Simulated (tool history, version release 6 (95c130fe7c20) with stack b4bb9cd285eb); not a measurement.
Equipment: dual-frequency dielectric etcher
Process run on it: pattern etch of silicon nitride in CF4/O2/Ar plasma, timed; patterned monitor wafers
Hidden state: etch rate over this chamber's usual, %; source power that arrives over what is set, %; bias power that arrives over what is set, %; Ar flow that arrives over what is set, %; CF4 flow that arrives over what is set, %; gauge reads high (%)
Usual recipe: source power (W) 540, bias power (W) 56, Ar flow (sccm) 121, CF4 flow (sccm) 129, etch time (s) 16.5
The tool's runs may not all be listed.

run,day,source power (W),bias power (W),Ar flow (sccm),CF4 flow (sccm),etch time (s),wafers since the last listed run,hours since the last wet clean,hours since the last source power generator calibration,hours since the last bias power generator calibration,hours since the last Ar flow controller change,hours since the last CF4 flow controller change,hours since the last upper electrode change,hours since the gauge calibration,"read-back reference wafer on the same gauge, depth_nm",mean etch depth across the wafer (nm)
1,0,540,56,121,129,16.5,0,120.9,4238.2,3074.9,1189,2666.3,4657.2,572.1,39.12,36.39
2,2.804,540,56,143,150,16.5,618,188.2,4305.5,3142.2,1256.3,2733.6,4724.5,639.4,39.06,36.18
# day 5.958: upper electrode replaced, of another model than before
3,5.979,540,56,143,150,16.5,479,264.4,4381.7,3218.4,1332.5,2809.8,0.5,715.6,39.09,35.92
# day 9.167: wet clean of the chamber
# day 9.267: gauge calibrated
# day 9.279: bias power generator calibrated
4,9.3,540,56,143,150,16.5,486,3.2,4461.4,0.5,1412.2,2889.5,80.2,0.8,39.11,35.69
5,9.925,540,56,121,129,16.5,137,18.2,4476.4,15.5,1427.2,2904.5,95.2,15.8,39.14,35.64
6,11.721,540,56,121,129,16.5,395,61.3,4519.5,58.6,1470.3,2947.6,138.3,58.9,39.09,35.59
# day 14.154: Ar flow controller replaced
7,14.175,540,43,140,107,19,485,120.2,4578.4,117.5,0.5,3006.5,197.2,117.8,39.15,34.19
8,17.012,470,56,121,129,14,625,188.3,4646.5,185.6,68.6,3074.6,265.3,185.9,39.17,27.54
9,18.246,540,56,121,129,16.5,271,217.9,4676.1,215.2,98.2,3104.2,294.9,215.5,39.14,35.72
# day 19.738: CF4 flow controller replaced
10,20.662,620,65,121,129,16.5,477,275.9,4734.1,273.2,156.2,22.2,352.9,273.5,39.07,42.67
11,22.596,540,56,138,129,16.5,426,322.3,4780.5,319.6,202.6,68.6,399.3,319.9,39.1,34.98
# day 24.458: wet clean of the chamber
12,25.579,540,67,107,142,21,437,26.9,4852.1,391.2,274.2,140.2,470.9,391.5,39.07,50.66
13,26.65,420,56,148,119,16.5,236,52.6,4877.8,416.9,299.9,165.9,496.6,417.2,39.13,28.8
# day 27.246: source power generator calibrated
14,29.038,540,56,121,129,16.5,489,109.9,43,474.2,357.2,223.2,553.9,474.5,39.05,34.61
15,31.512,540,52,121,137,16.5,545,169.3,102.4,533.6,416.6,282.6,613.3,533.9,39.14,33.37
16,33.633,540,52,147,129,16.5,467,220.2,153.3,584.5,467.5,333.5,664.2,584.8,39.1,32.49
17,35.512,540,56,121,129,21.5,414,265.3,198.4,629.6,512.6,378.6,709.3,629.9,39.15,44.88
18,37.229,500,62,133,129,19.5,378,306.5,239.6,670.8,553.8,419.8,750.5,671.1,39.12,40.35
19,39.712,540,56,121,129,13,547,366.1,299.2,730.4,613.4,479.4,810.1,730.7,39.09,27.27
# day 42.712: wet clean of the chamber
20,45.012,540,56,141,129,16.5,947,55.2,426.4,857.6,740.6,606.6,937.3,857.9,39.11,34.07
21,47.475,540,49,121,129,19,542,114.3,485.5,916.7,799.7,665.7,996.4,917,39.03,37.49

Here are 4 independent what-if runs from the current tool condition. What would each one return?
A,47.492,440,56,121,129,16.5,3,114.7,485.9,917.1,800.1,666.1,996.8,917.4,?,?
B,47.492,440,69,121,120,19,3,114.7,485.9,917.1,800.1,666.1,996.8,917.4,?,?
C,47.492,540,56,103,113,13,3,114.7,485.9,917.1,800.1,666.1,996.8,917.4,?,?
D,47.492,540,67,134,129,16.5,3,114.7,485.9,917.1,800.1,666.1,996.8,917.4,?,?

run,"read-back reference wafer on the same gauge, depth_nm",mean etch depth across the wafer (nm)
A,39.12,29.98
B,39.12,38.16
C,39.12,27.44
D,39.12,37.74
The same runs, with their run-to-run variation unchanged, on a tool lacking any hidden condition would have given:
run,mean etch depth across the wafer (nm)
A,29.63
B,37.71
C,27.12
D,37.3
